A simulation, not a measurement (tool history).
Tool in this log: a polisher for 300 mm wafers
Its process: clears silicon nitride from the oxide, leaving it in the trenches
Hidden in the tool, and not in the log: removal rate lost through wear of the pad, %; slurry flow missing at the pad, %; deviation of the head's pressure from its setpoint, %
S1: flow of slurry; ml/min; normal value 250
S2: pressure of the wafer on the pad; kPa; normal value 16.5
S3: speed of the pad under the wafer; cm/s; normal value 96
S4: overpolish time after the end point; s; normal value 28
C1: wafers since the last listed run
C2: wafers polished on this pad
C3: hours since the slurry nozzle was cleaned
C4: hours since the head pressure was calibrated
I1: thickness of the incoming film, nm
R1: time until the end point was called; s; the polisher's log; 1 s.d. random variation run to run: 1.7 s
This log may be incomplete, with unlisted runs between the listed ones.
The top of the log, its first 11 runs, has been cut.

run 12 day=10.992 | S1=250 S2=16.5 S3=96 S4=28 | C1=78 C2=394 C3=534.8 C4=62.8 | I1=74.5 | R1=125.0
run 13 day=11.917 | S1=250 S2=16.5 S3=120 S4=28 | C1=127 C2=521 C3=557.0 C4=85.0 | I1=74.4 | R1=99.8
-- day=12.454 slurry nozzle cleaned
run 14 day=12.738 | S1=250 S2=16.5 S3=120 S4=28 | C1=107 C2=629 C3=6.8 C4=104.7 | I1=75.7 | R1=102.4
-- day=13.329 worn pad replaced by a new one, repeated, since the last time left the tool worse
run 15 day=13.388 | S1=305 S2=16.5 S3=96 S4=28 | C1=66 C2=8 C3=22.4 C4=120.3 | I1=75.7 | R1=105.5
run 16 day=14.721 | S1=305 S2=16.5 S3=96 S4=28 | C1=184 C2=192 C3=54.4 C4=152.3 | I1=76.1 | R1=108.8
run 17 day=15.512 | S1=305 S2=16.5 S3=96 S4=28 | C1=109 C2=301 C3=73.4 C4=171.3 | I1=74.5 | R1=107.8
run 18 day=16.442 | S1=330 S2=16.5 S3=96 S4=13 | C1=128 C2=429 C3=95.7 C4=193.6 | I1=74.5 | R1=104.8
run 19 day=17.158 | S1=250 S2=16.5 S3=104 S4=13 | C1=98 C2=528 C3=112.9 C4=210.8 | I1=74.6 | R1=102.2
run 20 day=18.654 | S1=275 S2=16.5 S3=96 S4=28 | C1=206 C2=735 C3=148.8 C4=246.7 | I1=73.5 | R1=106.4
run 21 day=19.396 | S1=320 S2=16.5 S3=96 S4=28 | C1=102 C2=837 C3=166.6 C4=264.5 | I1=74.8 | R1=109.1
run 22 day=20.688 | S1=325 S2=16.5 S3=96 S4=28 | C1=178 C2=1015 C3=197.6 C4=295.5 | I1=76.2 | R1=112.6
run 23 day=21.629 | S1=250 S2=16.5 S3=96 S4=28 | C1=129 C2=1145 C3=220.2 C4=318.1 | I1=74.2 | R1=112.9
run 24 day=22.583 | S1=220 S2=16.5 S3=128 S4=28 | C1=131 C2=1277 C3=243.1 C4=341.0 | I1=75.0 | R1=87.4
-- day=23.700 worn pad replaced by a new one
run 25 day=23.971 | S1=250 S2=16.5 S3=104 S4=13 | C1=168 C2=37 C3=276.4 C4=374.3 | I1=75.8 | R1=100.8
run 26 day=24.721 | S1=250 S2=16.5 S3=118 S4=28 | C1=103 C2=141 C3=294.4 C4=392.3 | I1=75.1 | R1=86.4
run 27 day=25.262 | S1=320 S2=11.0 S3=96 S4=12 | C1=74 C2=215 C3=307.4 C4=405.3 | I1=73.8 | R1=158.4
run 28 day=25.933 | S1=250 S2=16.5 S3=74 S4=28 | C1=92 C2=308 C3=323.5 C4=421.4 | I1=75.6 | R1=144.6
run 29 day=26.458 | S1=195 S2=19.3 S3=120 S4=39 | C1=72 C2=380 C3=336.1 C4=434.0 | I1=75.1 | R1=75.3
run 30 day=27.921 | S1=250 S2=16.5 S3=96 S4=28 | C1=201 C2=582 C3=371.2 C4=469.1 | I1=74.0 | R1=111.0
run 31 day=29.375 | S1=275 S2=16.5 S3=96 S4=28 | C1=200 C2=783 C3=406.1 C4=504.0 | I1=73.7 | R1=110.2
run 32 day=29.958 | S1=250 S2=16.5 S3=82 S4=19 | C1=80 C2=863 C3=420.1 C4=518.0 | I1=75.2 | R1=129.7
run 33 day=30.842 | S1=250 S2=16.5 S3=96 S4=13 | C1=121 C2=985 C3=441.3 C4=539.2 | I1=75.7 | R1=117.4

For run 34, what comes out?
run 34 day=31.767 | S1=300 S2=13.8 S3=126 S4=37 | C1=127 C2=1113 C3=463.5 C4=561.4 | I1=75.9 | R1=?

R1: 102.0 s
On a tool with no hidden condition, and with the same random variation, this run would have come out at R1 96.4 s.
